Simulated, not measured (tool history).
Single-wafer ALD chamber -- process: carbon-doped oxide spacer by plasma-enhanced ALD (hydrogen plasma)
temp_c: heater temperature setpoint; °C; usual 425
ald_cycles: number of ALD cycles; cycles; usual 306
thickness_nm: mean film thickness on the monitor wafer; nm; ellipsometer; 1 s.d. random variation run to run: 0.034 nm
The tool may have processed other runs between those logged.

run   hour  temp_c  ald_cycles  wafers since the last listed run  hours since the last thermocouple change  hours since the gauge calibration  read-back reference wafer on the same gauge, thickness_nm  thickness_nm
  1    0.0     425         306                                 0                                    1064.8                              177.3                                                     11.790        13.354
  2   25.8     425         306                                44                                    1090.6                              203.1                                                     11.804        13.428
  3   55.7     437         306                                51                                    1120.5                              233.0                                                     11.812        12.813
  4   69.8     437         306                                24                                    1134.6                              247.1                                                     11.804        12.770
  5  103.5     425         306                                57                                    1168.3                              280.8                                                     11.792        13.362
  6  134.4     425         306                                53                                    1199.2                              311.7                                                     11.791        13.431
  7  154.4     425         267                                34                                    1219.2                              331.7                                                     11.797        11.662
  8  177.6     425         267                                39                                    1242.4                              354.9                                                     11.806        11.646
  9  197.8     425         306                                34                                    1262.6                              375.1                                                     11.804        13.318
 10  211.9     425         306                                24                                    1276.7                              389.2                                                     11.797        13.354
 11  225.3     425         271                                23                                    1290.1                              402.6                                                     11.812        11.834
 12  254.6     425         271                                50                                    1319.4                              431.9                                                     11.802        11.868
 13  351.7     425         306                               166                                    1416.5                              529.0                                                     11.798        13.267
 14  385.6     425         306                                58                                    1450.4                              562.9                                                     11.812        13.304
     401.6  -- thermocouple changed; heater temperature recalibrated
 15  407.6     425         359                                24                                       6.0                              584.9                                                     11.820        16.034
 16  440.9     410         325                                57                                      39.3                              618.2                                                     11.812        15.250
     441.0  -- gauge calibrated
 17  472.0     425         306                                53                                      70.4                               31.0                                                     11.796        13.603
 18  495.7     413         252                                40                                      94.1                               54.7                                                     11.797        11.678
 19  525.6     425         271                                51                                     124.0                               84.6                                                     11.796        12.018
 20  561.0     425         289                                60                                     159.4                              120.0                                                     11.808        12.855
 21  584.2     425         306                                39                                     182.6                              143.2                                                     11.785        13.616
 22  597.1     419         331                                22                                     195.5                              156.1                                                     11.790        15.053
 23  611.4     430         364                                24                                     209.8                              170.4                                                     11.803        15.844
 24  631.9     430         364                                35                                     230.3                              190.9                                                     11.798        15.810
 25  663.5     430         332                                54                                     261.9                              222.5                                                     11.796        14.443
 26  693.5     425         306                                51                                     291.9                              252.5                                                     11.808        13.560
 27  717.9     411         334                                41                                     316.3                              276.9                                                     11.807        15.554
 28  739.1     425         344                                36                                     337.5                              298.1                                                     11.801        15.259
 29  768.9     439         263                                51                                     367.3                              327.9                                                     11.814        11.052

Here are 4 independent what-if runs from the current tool condition. What would each one return?
  A  769.8     425         306                                 1                                     368.2                              328.8                                                          ?             ?
  B  769.8     418         250                                 1                                     368.2                              328.8                                                          ?             ?
  C  769.8     425         276                                 1                                     368.2                              328.8                                                          ?             ?
  D  769.8     416         324                                 1                                     368.2                              328.8                                                          ?             ?

run  read-back reference wafer on the same gauge, thickness_nm  thickness_nm
  A                                                     11.803        13.526
  B                                                     11.803        11.338
  C                                                     11.803        12.200
  D                                                     11.803        14.801
Had the tool no hidden state, the same runs would have come out as:
run  thickness_nm
  A        13.613
  B        11.409
  C        12.278
  D        14.893
